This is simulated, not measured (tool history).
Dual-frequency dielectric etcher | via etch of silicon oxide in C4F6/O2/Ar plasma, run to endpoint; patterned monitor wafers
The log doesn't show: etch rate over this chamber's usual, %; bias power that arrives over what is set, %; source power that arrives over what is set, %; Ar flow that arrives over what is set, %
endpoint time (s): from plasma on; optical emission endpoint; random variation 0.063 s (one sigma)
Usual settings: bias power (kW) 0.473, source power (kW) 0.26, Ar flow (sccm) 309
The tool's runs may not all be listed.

run,hour,bias power (kW),source power (kW),Ar flow (sccm),wafers since the last listed run,hours since the last wet clean,hours since the last bias power generator calibration,hours since the last source power generator calibration,hours since the last Ar flow controller change,hours since the last upper electrode change,"incoming incoming film thickness, nm",endpoint time (s)
1,0,0.473,0.26,283,0,142.8,4541.8,4818.8,4506.1,2431.9,77.5,21.1
2,29.5,0.473,0.26,283,532,172.3,4571.3,4848.3,4535.6,2461.4,77.5,21.1
# hour 43.6: source power generator calibrated
3,50.9,0.473,0.26,283,314,193.7,4592.7,7.3,4557,2482.8,77.5,21.2
4,68.7,0.473,0.26,309,321,211.5,4610.5,25.1,4574.8,2500.6,77.1,21.3
# hour 99.3: upper electrode replaced
5,100.9,0.443,0.26,309,148,243.7,4642.7,57.3,4607,1.6,77.6,22.1
# hour 120.3: bias power generator calibrated
6,166.7,0.473,0.26,309,1116,309.5,46.4,123.1,4672.8,67.4,77.7,21.6
7,196.2,0.473,0.26,309,532,339,75.9,152.6,4702.3,96.9,76.6,21.4
8,224.6,0.442,0.32,309,512,367.4,104.3,181,4730.7,125.3,76.9,21.1
9,237.2,0.429,0.26,285,227,380,116.9,193.6,4743.3,137.9,77.4,22.6
# hour 269.6: wet clean of the chamber
10,270.1,0.509,0.26,309,160,0.5,149.8,226.5,4776.2,170.8,77.4,20.3
11,280.4,0.473,0.24,309,186,10.8,160.1,236.8,4786.5,181.1,77.4,21.3
12,308.2,0.473,0.26,309,502,38.6,187.9,264.6,4814.3,208.9,77.1,21
13,321.3,0.473,0.26,309,236,51.7,201,277.7,4827.4,222,77.6,21.1
14,357.2,0.507,0.29,237,648,87.6,236.9,313.6,4863.3,257.9,77.2,19.2
15,391.1,0.584,0.26,335,612,121.5,270.8,347.5,4897.2,291.8,77.5,19.4
16,419.2,0.473,0.26,246,507,149.6,298.9,375.6,4925.3,319.9,77.2,20.8
17,446.2,0.503,0.21,275,487,176.6,325.9,402.6,4952.3,346.9,77.2,21.4
# hour 468.1: Ar flow controller replaced
18,468.6,0.542,0.21,257,296,199,348.3,425,0.5,369.3,76.7,20.4
19,487.7,0.473,0.26,309,345,218.1,367.4,444.1,19.6,388.4,77.1,21.3
20,516.4,0.555,0.28,287,518,246.8,396.1,472.8,48.3,417.1,77.3,19.4
21,544.2,0.423,0.31,250,502,274.6,423.9,500.6,76.1,444.9,77.7,21.3
22,566.1,0.422,0.21,368,395,296.5,445.8,522.5,98,466.8,77.1,24.2
23,585.9,0.54,0.26,362,357,316.3,465.6,542.3,117.8,486.6,77.4,20.7
24,606.1,0.473,0.22,236,364,336.5,485.8,562.5,138,506.8,77.4,21.9
# hour 642.4: wet clean of the chamber
25,642.9,0.564,0.26,237,231,0.5,522.6,599.3,174.8,543.6,77.7,18.9
26,651.8,0.473,0.26,309,160,9.4,531.5,608.2,183.7,552.5,78,21.2
27,674.1,0.473,0.26,283,402,31.7,553.8,630.5,206,574.8,77.6,20.9
28,700.5,0.532,0.2,373,476,58.1,580.2,656.9,232.4,601.2,77.5,21.7
29,735.4,0.473,0.26,309,630,93,615.1,691.8,267.3,636.1,77.2,21.2

Forecast each of these 4 alternatives for the next run:
A,735.8,0.473,0.26,309,7,93.4,615.5,692.2,267.7,636.5,77.4,?
B,735.8,0.369,0.23,331,7,93.4,615.5,692.2,267.7,636.5,77.4,?
C,735.8,0.361,0.28,309,7,93.4,615.5,692.2,267.7,636.5,77.4,?
D,735.8,0.473,0.26,257,7,93.4,615.5,692.2,267.7,636.5,77.4,?

run,endpoint time (s)
A,21.2
B,24.8
C,23.7
D,20.8
Without the tool's hidden state the same runs would have given:
run,endpoint time (s)
A,21.1
B,24.6
C,23.6
D,20.7

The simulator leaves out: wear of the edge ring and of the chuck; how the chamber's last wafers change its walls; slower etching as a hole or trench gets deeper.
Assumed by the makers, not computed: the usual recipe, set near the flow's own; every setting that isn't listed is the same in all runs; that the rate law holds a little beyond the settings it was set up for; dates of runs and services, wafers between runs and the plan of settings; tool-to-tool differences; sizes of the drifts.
